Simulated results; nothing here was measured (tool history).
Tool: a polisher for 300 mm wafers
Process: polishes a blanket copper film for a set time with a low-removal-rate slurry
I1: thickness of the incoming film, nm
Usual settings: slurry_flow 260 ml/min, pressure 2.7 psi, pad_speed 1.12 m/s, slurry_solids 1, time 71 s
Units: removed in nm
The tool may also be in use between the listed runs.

Run 1, hour 0: usual settings but pressure 2.1 psi; I1 855.1. Result: removed 197 nm.
Run 2, hour 61.1: usual settings but pressure 2.1 psi; I1 863.1. Result: removed 198.7 nm.
Run 3, hour 149.6: usual settings but pressure 2.1 psi; I1 864.4. Result: removed 194.4 nm.
At hour 199: slurry blender recalibrated.
Run 4, hour 232.5: usual settings; I1 851.4. Result: removed 244.8 nm.
Run 5, hour 295.4: usual settings; I1 855.3. Result: removed 246 nm.
At hour 309: slurry nozzle cleaned.
At hour 330.2: head pressure recalibrated.
Run 6, hour 332.4: usual settings; I1 848.9. Result: removed 258.7 nm.
At hour 411.4: worn pad replaced by a new one.
Run 7, hour 425.9: usual settings but pad_speed 0.96 m/s, slurry_solids 1.15; I1 856.7. Result: removed 231.5 nm.
Run 8, hour 480.3: usual settings but pad_speed 0.96 m/s, slurry_solids 1.15; I1 866.5. Result: removed 240.3 nm.
Run 9, hour 560.1: usual settings but pad_speed 0.96 m/s, slurry_solids 1.15; I1 854.5. Result: removed 239.2 nm.
Run 10, hour 660.1: usual settings but slurry_flow 210 ml/min, pressure 2.4 psi, slurry_solids 1.2, time 59 s; I1 853.4. Result: removed 194 nm.
Run 11, hour 704.6: usual settings; I1 862.4. Result: removed 256.1 nm.
At hour 759.7: slurry blender recalibrated.
Run 12, hour 794.1: usual settings; I1 850.6. Result: removed 250.1 nm.
Run 13, hour 885.5: usual settings; I1 860. Result: removed 249 nm.
At hour 969.9: worn pad replaced by a new one.
At hour 1013: slurry nozzle cleaned.
Run 14, hour 1124.3: usual settings but pressure 3.4 psi, pad_speed 1.22 m/s; I1 859.1. Result: removed 337.8 nm.
Run 15, hour 1226.8: usual settings; I1 856.9. Result: removed 255.5 nm.
At hour 1307.3: head pressure recalibrated.
Run 16, hour 1325.2: usual settings but pressure 3.1 psi; I1 853.3. Result: removed 289.5 nm.
At hour 1369.1: slurry blender recalibrated.
Run 17, hour 1413.9: usual settings but pad_speed 1.38 m/s; I1 854.8. Result: removed 303.1 nm.
Run 18, hour 1468.1: usual settings; I1 863.7. Result: removed 249.6 nm.
Run 19, hour 1507.6: usual settings but slurry_flow 315 ml/min, slurry_solids 1.15; I1 854. Result: removed 270.8 nm.
Run 20, hour 1609: usual settings but pressure 3.4 psi, pad_speed 1.22 m/s; I1 856.8. Result: removed 330.2 nm.
At hour 1625.9: worn pad replaced by a new one.
Run 21, hour 1709.9: usual settings but pad_speed 0.84 m/s; I1 844. Result: removed 188.9 nm.
At hour 1728.6: slurry nozzle cleaned.
Run 22, hour 1781.9: usual settings but slurry_flow 210 ml/min, pad_speed 1.28 m/s, slurry_solids 0.9; I1 862.2. Result: removed 268.9 nm.
Run 23, hour 1830.7: usual settings but slurry_solids 1.25, time 54 s; I1 852.9. Result: removed 205.2 nm.
Run 24, hour 1877.1: usual settings; I1 854.9. Result: removed 259.4 nm.
Run 25, hour 1915.9: usual settings but slurry_solids 0.8, time 88 s; I1 840.3. Result: removed 296.7 nm.
Run 26, hour 1991.9: usual settings but slurry_solids 1.25, time 54 s; I1 862.4. Result: removed 206.5 nm.
At hour 2037.2: slurry blender recalibrated.
Run 27, hour 2068.1: usual settings but pad_speed 1.32 m/s, slurry_solids 0.9; I1 857. Result: removed 284.5 nm.
Run 28, hour 2171.3: usual settings but time 55 s; I1 849.2. Result: removed 198.7 nm.
At hour 2204.6: worn pad replaced by a new one.
Run 29, hour 2248.6: usual settings but pressure 2.2 psi; I1 864.8. Result: removed 200.5 nm.

Forecast each of these 5 alternatives for the next run:
Run A, hour 2249: usual settings; I1 848.2. Result: removed ?.
Run B, hour 2249: usual settings but pressure 3 psi, pad_speed 0.8 m/s, slurry_solids 1.3, time 88 s; I1 848.2. Result: removed ?.
Run C, hour 2249: usual settings but slurry_flow 200 ml/min, slurry_solids 1.1; I1 848.2. Result: removed ?.
Run D, hour 2249: usual settings but slurry_flow 230 ml/min, pad_speed 1.32 m/s, time 55 s; I1 848.2. Result: removed ?.
Run E, hour 2249: usual settings but pressure 2.3 psi, time 50 s; I1 848.2. Result: removed ?.

run  removed
  A    246.1
  B    282.7
  C    241.9
  D    213.5
  E    147.6
Without the tool's hidden state the same runs would have given:
run  removed
  A    254.5
  B    292.4
  C    252.9
  D    221.9
  E    152.7
